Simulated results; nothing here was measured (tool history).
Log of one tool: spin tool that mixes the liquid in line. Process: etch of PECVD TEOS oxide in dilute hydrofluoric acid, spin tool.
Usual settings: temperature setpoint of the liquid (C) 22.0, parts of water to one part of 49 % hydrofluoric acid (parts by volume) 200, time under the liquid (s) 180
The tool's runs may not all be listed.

run,hour,temperature setpoint of the liquid (C),parts of water to one part of 49 % hydrofluoric acid (parts by volume),time under the liquid (s),"read-back film thickness of the PECVD TEOS oxide reference wafer, read on the same gauge (nm)",thickness taken off the PECVD TEOS oxide on a monitor wafer (Å)
1,0.0,20.0,200,180,60.02,105.8
2,39.9,20.0,200,180,60.03,106.7
3,87.0,22.0,200,180,60.04,113.2
4,115.7,22.0,200,180,60.00,114.7
5,140.5,22.0,200,180,60.04,114.1
6,173.1,22.0,200,180,60.00,113.9
7,220.9,22.0,200,180,59.98,111.9
8,267.5,22.0,200,240,60.05,152.0
9,307.8,22.0,200,240,59.99,150.1
10,350.3,19.5,200,180,59.96,100.6
# hour 403.0: thermometer replaced
# hour 414.9: gauge calibrated
11,419.7,17.5,240,265,60.01,116.4
12,446.9,22.0,200,180,60.01,114.5
13,501.6,25.0,235,105,59.98,62.5
# hour 560.4: hydrofluoric acid flow meter replaced
14,571.7,18.0,150,230,60.00,176.8

Forecast run 15:
15,636.6,22.0,265,70,?,?

{"run 15": {"read-back film thickness of the PECVD TEOS oxide reference wafer, read on the same gauge (nm)": 59.97, "thickness taken off the PECVD TEOS oxide on a monitor wafer (Å)": 31.1}}
Without the tool's hidden state the same run would have given thickness taken off the PECVD TEOS oxide on a monitor wafer (Å) 32.0.
